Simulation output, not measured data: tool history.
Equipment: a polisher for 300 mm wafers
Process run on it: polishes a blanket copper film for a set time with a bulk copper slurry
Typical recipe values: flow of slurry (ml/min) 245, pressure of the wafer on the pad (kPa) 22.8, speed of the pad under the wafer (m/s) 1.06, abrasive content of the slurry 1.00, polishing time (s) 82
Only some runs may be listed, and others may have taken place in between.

| run | hour | flow of slurry (ml/min) | pressure of the wafer on the pad (kPa) | speed of the pad under the wafer (m/s) | abrasive content of the slurry | polishing time (s) | wafers since the last listed run | wafers polished on this pad | hours since the slurry nozzle was cleaned | hours since the head pressure was calibrated | hours since the slurry blender was calibrated | incoming thickness of the incoming film, nm | film removed (nm) |
|---|---|---|---|---|---|---|---|---|---|---|---|---|---|
| 1 | 0.0 | 245 | 29.0 | 1.06 | 1.00 | 82 | 0 | 830 | 289.8 | 677.9 | 199.0 | 2925.3 | 1036.2 |
|  | 6.9 | slurry blender recalibrated |
| 2 | 10.7 | 245 | 29.0 | 1.06 | 1.00 | 82 | 58 | 888 | 300.5 | 688.6 | 3.8 | 2957.9 | 1089.4 |
| 3 | 23.1 | 245 | 22.8 | 1.06 | 1.00 | 82 | 83 | 972 | 312.9 | 701.0 | 16.2 | 2907.1 | 858.1 |
| 4 | 37.5 | 245 | 22.8 | 1.06 | 1.00 | 82 | 96 | 1068 | 327.3 | 715.4 | 30.6 | 2903.8 | 852.5 |
| 5 | 48.5 | 245 | 22.8 | 1.06 | 1.00 | 82 | 73 | 1142 | 338.3 | 726.4 | 41.6 | 2902.4 | 860.1 |
|  | 74.3 | worn pad replaced by a new one |
| 6 | 88.0 | 245 | 22.8 | 1.06 | 1.00 | 82 | 238 | 91 | 377.8 | 765.9 | 81.1 | 2910.8 | 854.4 |
| 7 | 102.2 | 190 | 22.8 | 1.06 | 1.20 | 82 | 95 | 187 | 392.0 | 780.1 | 95.3 | 2956.7 | 869.8 |
| 8 | 110.9 | 190 | 22.8 | 1.06 | 1.20 | 82 | 58 | 245 | 400.7 | 788.8 | 104.0 | 2955.1 | 861.4 |
| 9 | 116.9 | 190 | 22.8 | 1.06 | 1.20 | 82 | 40 | 286 | 406.7 | 794.8 | 110.0 | 2936.7 | 845.3 |
| 10 | 128.5 | 245 | 22.8 | 1.22 | 1.00 | 82 | 77 | 364 | 418.3 | 806.4 | 121.6 | 2889.6 | 955.5 |
| 11 | 139.3 | 245 | 22.8 | 1.22 | 1.00 | 82 | 72 | 436 | 429.1 | 817.2 | 132.4 | 2906.2 | 968.2 |
| 12 | 151.7 | 245 | 22.8 | 1.06 | 1.00 | 82 | 83 | 520 | 441.5 | 829.6 | 144.8 | 2894.5 | 828.1 |
| 13 | 166.9 | 245 | 22.8 | 1.06 | 1.00 | 82 | 102 | 622 | 456.7 | 844.8 | 160.0 | 2964.8 | 828.6 |
| 14 | 173.3 | 245 | 22.8 | 1.06 | 1.00 | 82 | 43 | 665 | 463.1 | 851.2 | 166.4 | 2926.5 | 839.8 |
|  | 181.6 | slurry nozzle cleaned |
| 15 | 189.2 | 285 | 22.8 | 1.06 | 1.00 | 82 | 100 | 765 | 7.6 | 867.1 | 182.3 | 2914.9 | 836.3 |
| 16 | 202.5 | 245 | 22.8 | 1.06 | 1.00 | 64 | 89 | 854 | 20.9 | 880.4 | 195.6 | 2898.3 | 652.7 |
| 17 | 220.0 | 170 | 29.6 | 0.72 | 1.00 | 82 | 117 | 972 | 38.4 | 897.9 | 213.1 | 2899.7 | 697.8 |
| 18 | 232.5 | 245 | 22.8 | 1.06 | 1.00 | 72 | 84 | 1056 | 50.9 | 910.4 | 225.6 | 2912.9 | 722.7 |
|  | 244.0 | slurry blender recalibrated |
| 19 | 246.4 | 245 | 22.8 | 1.28 | 1.00 | 104 | 79 | 1136 | 64.8 | 924.3 | 2.4 | 2903.5 | 1197.7 |
|  | 251.6 | worn pad replaced by a new one |
| 20 | 253.5 | 245 | 19.3 | 1.32 | 1.25 | 74 | 20 | 12 | 71.9 | 931.4 | 9.5 | 2905.4 | 787.7 |
| 21 | 270.5 | 245 | 27.6 | 1.06 | 1.00 | 82 | 114 | 126 | 88.9 | 948.4 | 26.5 | 2916.5 | 930.3 |

For run 22, what comes out?
| 22 | 282.8 | 245 | 22.8 | 1.06 | 1.00 | 82 | 82 | 209 | 101.2 | 960.7 | 38.8 | 2940.1 | ? |

{"run 22": {"film removed (nm)": 787.9}}
Minus the tool's unlogged condition, the same run would have read film removed (nm) 874.1.
